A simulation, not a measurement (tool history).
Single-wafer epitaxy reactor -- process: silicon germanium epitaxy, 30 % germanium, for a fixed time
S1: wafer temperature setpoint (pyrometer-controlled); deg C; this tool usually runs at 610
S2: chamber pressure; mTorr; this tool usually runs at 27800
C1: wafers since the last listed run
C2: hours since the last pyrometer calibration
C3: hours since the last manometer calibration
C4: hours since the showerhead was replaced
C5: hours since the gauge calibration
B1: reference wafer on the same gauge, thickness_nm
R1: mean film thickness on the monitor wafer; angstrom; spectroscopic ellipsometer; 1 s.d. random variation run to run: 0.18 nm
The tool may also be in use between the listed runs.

{"run": 1, "day": 0.0, "S1": 610, "S2": 27800, "C1": 0, "C2": 323.8, "C3": 782.9, "C4": 3095.1, "C5": 0.6, "B1": 92.894, "R1": 806.32}
{"run": 2, "day": 3.104, "S1": 610, "S2": 27800, "C1": 1033, "C2": 398.3, "C3": 857.4, "C4": 3169.6, "C5": 75.1, "B1": 92.882, "R1": 807.37}
{"run": 3, "day": 6.762, "S1": 601, "S2": 27800, "C1": 1218, "C2": 486.1, "C3": 945.2, "C4": 3257.4, "C5": 162.9, "B1": 92.78, "R1": 699.9}
{"day": 10.483, "done": "capacitance manometer re-zeroed and calibrated"}
{"run": 4, "day": 12.542, "S1": 610, "S2": 29500, "C1": 1813, "C2": 624.8, "C3": 49.4, "C4": 3396.1, "C5": 301.6, "B1": 92.845, "R1": 831.91}
{"run": 5, "day": 14.362, "S1": 610, "S2": 29500, "C1": 606, "C2": 668.5, "C3": 93.1, "C4": 3439.8, "C5": 345.3, "B1": 92.776, "R1": 835.95}
{"run": 6, "day": 17.95, "S1": 610, "S2": 31700, "C1": 1194, "C2": 754.6, "C3": 179.2, "C4": 3525.9, "C5": 431.4, "B1": 92.773, "R1": 864.19}
{"run": 7, "day": 21.567, "S1": 610, "S2": 31700, "C1": 1204, "C2": 841.4, "C3": 266, "C4": 3612.7, "C5": 518.2, "B1": 92.782, "R1": 866.33}
{"run": 8, "day": 24.675, "S1": 610, "S2": 31700, "C1": 1035, "C2": 916, "C3": 340.6, "C4": 3687.3, "C5": 592.8, "B1": 92.761, "R1": 869.94}
{"run": 9, "day": 26.458, "S1": 610, "S2": 27800, "C1": 594, "C2": 958.8, "C3": 383.4, "C4": 3730.1, "C5": 635.6, "B1": 92.859, "R1": 823.51}
{"run": 10, "day": 29.854, "S1": 610, "S2": 27800, "C1": 1131, "C2": 1040.3, "C3": 464.9, "C4": 3811.6, "C5": 717.1, "B1": 92.853, "R1": 826.31}
{"day": 31.371, "done": "pyrometer calibrated"}
{"run": 11, "day": 32.058, "S1": 610, "S2": 27800, "C1": 623, "C2": 16.5, "C3": 517.8, "C4": 3864.5, "C5": 770, "B1": 92.787, "R1": 801.7}
{"run": 12, "day": 34.804, "S1": 610, "S2": 27800, "C1": 914, "C2": 82.4, "C3": 583.7, "C4": 3930.4, "C5": 835.9, "B1": 92.817, "R1": 799.93}

Predict the results of run 13:
{"run": 13, "day": 37.379, "S1": 610, "S2": 27800, "C1": 857, "C2": 144.2, "C3": 645.5, "C4": 3992.2, "C5": 897.7, "B1": "?", "R1": "?"}

Logged for run 13: B1 92.803, R1 797.88 angstrom.
Without the tool's hidden state the same run would have given R1 796.96 angstrom.

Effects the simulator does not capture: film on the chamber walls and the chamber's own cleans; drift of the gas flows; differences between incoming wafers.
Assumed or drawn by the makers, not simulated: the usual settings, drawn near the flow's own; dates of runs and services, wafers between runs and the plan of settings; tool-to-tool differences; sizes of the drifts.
